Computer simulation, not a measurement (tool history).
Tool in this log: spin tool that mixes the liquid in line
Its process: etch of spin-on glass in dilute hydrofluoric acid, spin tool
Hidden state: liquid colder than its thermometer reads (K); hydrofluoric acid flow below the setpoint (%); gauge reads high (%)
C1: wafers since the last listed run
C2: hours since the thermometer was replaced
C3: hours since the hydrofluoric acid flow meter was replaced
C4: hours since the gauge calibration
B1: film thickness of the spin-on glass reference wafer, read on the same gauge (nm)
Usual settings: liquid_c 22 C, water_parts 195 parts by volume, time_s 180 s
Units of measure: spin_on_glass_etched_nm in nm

Run 1, hour 0: usual settings; C1 0; C2 1632.8; C3 1873.7; C4 412.1; B1 30.01. Result: spin_on_glass_etched_nm 17.86 nm.
Run 2, hour 17.8: usual settings; C1 121; C2 1650.6; C3 1891.5; C4 429.9; B1 30.01. Result: spin_on_glass_etched_nm 17.82 nm.
Run 3, hour 32.6: usual settings; C1 101; C2 1665.4; C3 1906.3; C4 444.7; B1 30.01. Result: spin_on_glass_etched_nm 17.75 nm.
Run 4, hour 67.9: usual settings; C1 241; C2 1700.7; C3 1941.6; C4 480; B1 30.01. Result: spin_on_glass_etched_nm 17.79 nm.
Run 5, hour 96.4: usual settings; C1 194; C2 1729.2; C3 1970.1; C4 508.5; B1 29.99. Result: spin_on_glass_etched_nm 17.84 nm.
Run 6, hour 108.9: usual settings; C1 85; C2 1741.7; C3 1982.6; C4 521; B1 29.99. Result: spin_on_glass_etched_nm 17.78 nm.
Run 7, hour 197.4: usual settings; C1 605; C2 1830.2; C3 2071.1; C4 609.5; B1 30. Result: spin_on_glass_etched_nm 17.71 nm.
Run 8, hour 209.6: usual settings; C1 83; C2 1842.4; C3 2083.3; C4 621.7; B1 30.02. Result: spin_on_glass_etched_nm 17.68 nm.
Run 9, hour 251.3: usual settings but water_parts 260 parts by volume; C1 285; C2 1884.1; C3 2125; C4 663.4; B1 30.01. Result: spin_on_glass_etched_nm 12.4 nm.
Run 10, hour 277.3: usual settings but liquid_c 18.5 C, water_parts 250 parts by volume; C1 177; C2 1910.1; C3 2151; C4 689.4; B1 29.99. Result: spin_on_glass_etched_nm 11.46 nm.
At hour 291.8: gauge calibrated.
Run 11, hour 303.8: usual settings but water_parts 140 parts by volume, time_s 200 s; C1 181; C2 1936.6; C3 2177.5; C4 12; B1 30. Result: spin_on_glass_etched_nm 29.14 nm.
Run 12, hour 328.7: usual settings but water_parts 140 parts by volume, time_s 200 s; C1 170; C2 1961.5; C3 2202.4; C4 36.9; B1 30. Result: spin_on_glass_etched_nm 28.97 nm.
Run 13, hour 342.5: usual settings but water_parts 140 parts by volume, time_s 200 s; C1 94; C2 1975.3; C3 2216.2; C4 50.7; B1 29.99. Result: spin_on_glass_etched_nm 28.91 nm.
Run 14, hour 360.2: usual settings but water_parts 270 parts by volume; C1 121; C2 1993; C3 2233.9; C4 68.4; B1 30.01. Result: spin_on_glass_etched_nm 11.73 nm.
Run 15, hour 383.8: usual settings but water_parts 270 parts by volume; C1 161; C2 2016.6; C3 2257.5; C4 92; B1 30.01. Result: spin_on_glass_etched_nm 11.81 nm.
Run 16, hour 408.6: usual settings but water_parts 270 parts by volume; C1 169; C2 2041.4; C3 2282.3; C4 116.8; B1 30. Result: spin_on_glass_etched_nm 11.64 nm.
Run 17, hour 426.6: usual settings; C1 123; C2 2059.4; C3 2300.3; C4 134.8; B1 29.98. Result: spin_on_glass_etched_nm 17.56 nm.
Run 18, hour 448.6: usual settings; C1 150; C2 2081.4; C3 2322.3; C4 156.8; B1 30. Result: spin_on_glass_etched_nm 17.55 nm.
Run 19, hour 474.5: usual settings but time_s 275 s; C1 177; C2 2107.3; C3 2348.2; C4 182.7; B1 30. Result: spin_on_glass_etched_nm 26.75 nm.
Run 20, hour 506.1: usual settings but liquid_c 17.5 C, water_parts 240 parts by volume, time_s 130 s; C1 216; C2 2138.9; C3 2379.8; C4 214.3; B1 29.99. Result: spin_on_glass_etched_nm 8.24 nm.
At hour 561.8: hydrofluoric acid flow meter replaced.
Run 21, hour 562.5: usual settings but liquid_c 24.5 C, water_parts 125 parts by volume; C1 378; C2 2195.3; C3 0.7; C4 270.7; B1 29.99. Result: spin_on_glass_etched_nm 36.05 nm.
At hour 611.8: thermometer replaced.
Run 22, hour 612.3: usual settings; C1 333; C2 0.5; C3 50.5; C4 320.5; B1 30.01. Result: spin_on_glass_etched_nm 19.3 nm.
Run 23, hour 623.7: usual settings; C1 77; C2 11.9; C3 61.9; C4 331.9; B1 30. Result: spin_on_glass_etched_nm 19.18 nm.
Run 24, hour 642.1: usual settings but liquid_c 17 C, water_parts 260 parts by volume, time_s 260 s; C1 125; C2 30.3; C3 80.3; C4 350.3; B1 29.99. Result: spin_on_glass_etched_nm 16.3 nm.
Run 25, hour 670.4: usual settings but liquid_c 18.5 C, water_parts 240 parts by volume; C1 193; C2 58.6; C3 108.6; C4 378.6; B1 30.01. Result: spin_on_glass_etched_nm 13.21 nm.
Run 26, hour 693.2: usual settings but liquid_c 26 C; C1 155; C2 81.4; C3 131.4; C4 401.4; B1 30. Result: spin_on_glass_etched_nm 22.4 nm.

Predict the results of run 27:
Run 27, hour 714.6: usual settings but liquid_c 26 C, time_s 80 s; C1 146; C2 102.8; C3 152.8; C4 422.8; B1 ?. Result: spin_on_glass_etched_nm ?.

B1: 30.03
spin_on_glass_etched_nm: 9.89 nm
Had the tool carried no hidden state, the very same run would have given spin_on_glass_etched_nm 9.97 nm.
